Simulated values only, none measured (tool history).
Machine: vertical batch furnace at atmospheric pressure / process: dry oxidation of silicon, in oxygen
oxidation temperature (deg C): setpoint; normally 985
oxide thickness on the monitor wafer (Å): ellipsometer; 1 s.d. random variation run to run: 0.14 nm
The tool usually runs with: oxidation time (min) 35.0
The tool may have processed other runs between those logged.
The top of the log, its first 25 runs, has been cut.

run,hour,oxidation temperature (deg C),oxidation time (min),"read-back reference wafer on the same gauge, thickness",oxide thickness on the monitor wafer (Å)
26,1344.1,1006,35.0,60.92,619.7
# hour 1354.2: gauge calibrated
27,1390.4,998,42.5,60.96,638.7
28,1445.2,985,27.5,61.05,540.0
29,1487.5,985,35.0,60.94,575.7
30,1534.3,985,35.0,60.97,573.8
31,1596.4,985,35.0,61.06,575.7
32,1645.8,985,35.0,60.99,573.0
33,1842.1,985,18.5,60.97,500.9
34,1867.6,978,41.0,60.98,587.4
35,1927.7,997,35.0,61.02,601.1
36,1970.3,967,35.0,60.98,547.1
37,2018.4,985,35.0,60.96,576.1
38,2045.5,1004,43.5,61.02,666.8

What if the next run were any one of these 5? Each begins from the tool's condition after run 38:
A,2050.5,969,35.0,?,?
B,2050.5,978,35.0,?,?
C,2050.5,999,23.0,?,?
D,2050.5,973,35.0,?,?
E,2050.5,992,42.5,?,?

run,"read-back reference wafer on the same gauge, thickness",oxide thickness on the monitor wafer (Å)
A,61.04,551.5
B,61.04,564.1
C,61.04,541.7
D,61.04,556.9
E,61.04,625.3
With no hidden state in the tool, these same runs would have given:
run,oxide thickness on the monitor wafer (Å)
A,548.5
B,560.6
C,537.9
D,553.7
E,619.5
